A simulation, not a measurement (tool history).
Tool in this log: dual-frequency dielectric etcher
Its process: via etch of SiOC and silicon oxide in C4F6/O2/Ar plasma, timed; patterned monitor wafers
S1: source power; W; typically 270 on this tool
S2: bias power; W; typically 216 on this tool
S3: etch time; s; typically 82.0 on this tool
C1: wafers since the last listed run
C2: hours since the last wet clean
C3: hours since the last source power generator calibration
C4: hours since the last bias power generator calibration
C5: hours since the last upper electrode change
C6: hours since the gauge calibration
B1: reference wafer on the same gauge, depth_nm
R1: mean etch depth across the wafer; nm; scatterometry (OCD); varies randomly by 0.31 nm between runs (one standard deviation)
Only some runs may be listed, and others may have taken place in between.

run   hour   S1   S2     S3   C1     C2      C3      C4      C5     C6     B1    R1
  1    0.0  270  216   82.0    0  374.0  3471.9  2695.9  2914.2    6.0  103.6  83.1
  2    7.4  320  216   82.0  104  381.4  3479.3  2703.3  2921.6   13.4  103.6  91.2
  3   19.8  320  216   82.0  175  393.8  3491.7  2715.7  2934.0   25.8  103.8  91.0
  4   31.3  320  216   82.0  162  405.3  3503.2  2727.2  2945.5   37.3  103.7  90.7
      59.1  -- wet clean of the chamber
      66.5  -- upper electrode replaced
      68.6  -- bias power generator calibrated
  5   69.1  270  216   82.0   60   10.0  3541.0     0.5     2.6   75.1  103.8  86.8
  6   69.5  270  216   82.0    5   10.4  3541.4     0.9     3.0   75.5  103.7  86.1
  7   69.8  270  177   82.0    4   10.7  3541.7     1.2     3.3   75.8  103.8  83.1
  8   76.6  270  177   82.0   96   17.5  3548.5     8.0    10.1   82.6  103.7  82.6
  9   87.1  270  216   63.5  148   28.0  3559.0    18.5    20.6   93.1  103.6  67.1
      92.8  -- source power generator calibrated
 10  100.1  220  266  101.5  127   41.0     7.3    31.5    33.6  106.1  103.8  98.6
     109.1  -- gauge calibrated
 11  113.4  210  175   90.5  187   54.3    20.6    44.8    46.9    4.3  103.7  77.5
 12  124.1  270  216   82.0  151   65.0    31.3    55.5    57.6   15.0  103.6  85.4
 13  134.7  270  216   82.0  149   75.6    41.9    66.1    68.2   25.6  103.6  86.3
 14  144.1  270  216   82.0  132   85.0    51.3    75.5    77.6   35.0  103.7  86.2
 15  153.2  230  173   60.5  128   94.1    60.4    84.6    86.7   44.1  103.6  54.7
 16  165.1  230  165   98.5  168  106.0    72.3    96.5    98.6   56.0  103.8  87.5

3 options for the next run, each taken on its own from the tool as it stands now. Forecast them:
  A  165.5  270  216  58.0   5  106.4  72.7  96.9  99.0  56.4   ?   ?
  B  165.5  270  216  92.0   5  106.4  72.7  96.9  99.0  56.4   ?   ?
  C  165.5  330  165  73.0   5  106.4  72.7  96.9  99.0  56.4   ?   ?

run     B1    R1
  A  103.7  60.9
  B  103.7  96.6
  C  103.7  81.1
Without the tool's unlogged condition, the same runs would have read:
run    R1
  A  61.8
  B  98.0
  C  82.3
